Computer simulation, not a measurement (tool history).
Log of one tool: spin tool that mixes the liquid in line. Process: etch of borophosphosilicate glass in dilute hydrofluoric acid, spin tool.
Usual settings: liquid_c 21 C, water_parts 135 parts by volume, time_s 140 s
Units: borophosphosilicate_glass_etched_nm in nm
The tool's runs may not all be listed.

| run | hour | liquid_c | water_parts | time_s | wafers since the last listed run | hours since the thermometer was replaced | hours since the hydrofluoric acid flow meter was replaced | hours since the gauge calibration | read-back film thickness of the borophosphosilicate glass reference wafer, read on the same gauge (nm) | borophosphosilicate_glass_etched_nm |
|---|---|---|---|---|---|---|---|---|---|---|
| 1 | 0 | 21 | 135 | 140 | 0 | 237.7 | 550.7 | 213.8 | 30.01 | 40.08 |
| 2 | 30.9 | 19.5 | 135 | 105 | 144 | 268.6 | 581.6 | 244.7 | 30 | 28.24 |
| 3 | 56.4 | 19.5 | 135 | 105 | 119 | 294.1 | 607.1 | 270.2 | 30 | 28.36 |
| 4 | 86.3 | 19.5 | 135 | 105 | 140 | 324 | 637 | 300.1 | 30.01 | 28.7 |
| 5 | 114.8 | 21 | 135 | 140 | 133 | 352.5 | 665.5 | 328.6 | 29.96 | 40.39 |
| 6 | 137.9 | 21 | 135 | 140 | 108 | 375.6 | 688.6 | 351.7 | 29.98 | 40.13 |
| 7 | 172.5 | 21 | 135 | 140 | 162 | 410.2 | 723.2 | 386.3 | 29.98 | 40.98 |
| 8 | 194 | 21 | 160 | 140 | 100 | 431.7 | 744.7 | 407.8 | 30.01 | 33.58 |
| 9 | 216.1 | 21 | 160 | 140 | 103 | 453.8 | 766.8 | 429.9 | 29.96 | 33.36 |
| 10 | 235.4 | 21 | 135 | 140 | 90 | 473.1 | 786.1 | 449.2 | 30.02 | 40.9 |
| 11 | 267.4 | 21 | 135 | 140 | 149 | 505.1 | 818.1 | 481.2 | 30 | 41.11 |
| 12 | 298 | 21 | 135 | 140 | 143 | 535.7 | 848.7 | 511.8 | 29.96 | 41.34 |
| 13 | 323.6 | 21 | 135 | 170 | 119 | 561.3 | 874.3 | 537.4 | 29.99 | 50.42 |
|  | 327.1 | thermometer replaced |
|  | 327.2 | hydrofluoric acid flow meter replaced |
| 14 | 344.6 | 17 | 95 | 110 | 93 | 17.5 | 17.4 | 558.4 | 29.98 | 37.87 |
| 15 | 364.3 | 21 | 110 | 140 | 92 | 37.2 | 37.1 | 578.1 | 30.02 | 48.78 |
| 16 | 382.6 | 18.5 | 85 | 105 | 85 | 55.5 | 55.4 | 596.4 | 29.98 | 43.68 |
| 17 | 395.3 | 18.5 | 175 | 85 | 59 | 68.2 | 68.1 | 609.1 | 30.02 | 15.63 |
| 18 | 416.8 | 18.5 | 175 | 85 | 100 | 89.7 | 89.6 | 630.6 | 30.01 | 15.63 |
| 19 | 430.8 | 21 | 135 | 140 | 65 | 103.7 | 103.6 | 644.6 | 29.99 | 38.88 |
| 20 | 451.6 | 21 | 165 | 105 | 97 | 124.5 | 124.4 | 665.4 | 30.02 | 22.81 |
|  | 460.6 | gauge calibrated |
| 21 | 466.4 | 23.5 | 200 | 140 | 69 | 139.3 | 139.2 | 5.8 | 30.01 | 26.8 |
| 22 | 490.9 | 17.5 | 135 | 60 | 114 | 163.8 | 163.7 | 30.3 | 30 | 14.56 |
| 23 | 525.4 | 23 | 85 | 75 | 161 | 198.3 | 198.2 | 64.8 | 30.02 | 38.1 |

Forecast run 24:
| 24 | 556.5 | 24.5 | 95 | 165 | 145 | 229.4 | 229.3 | 95.9 | ? | ? |

{"run 24": {"read-back film thickness of the borophosphosilicate glass reference wafer, read on the same gauge (nm)": 29.97, "borophosphosilicate_glass_etched_nm": 78.63}}
Without the tool's hidden state the same run would have given borophosphosilicate_glass_etched_nm 76.5 nm.
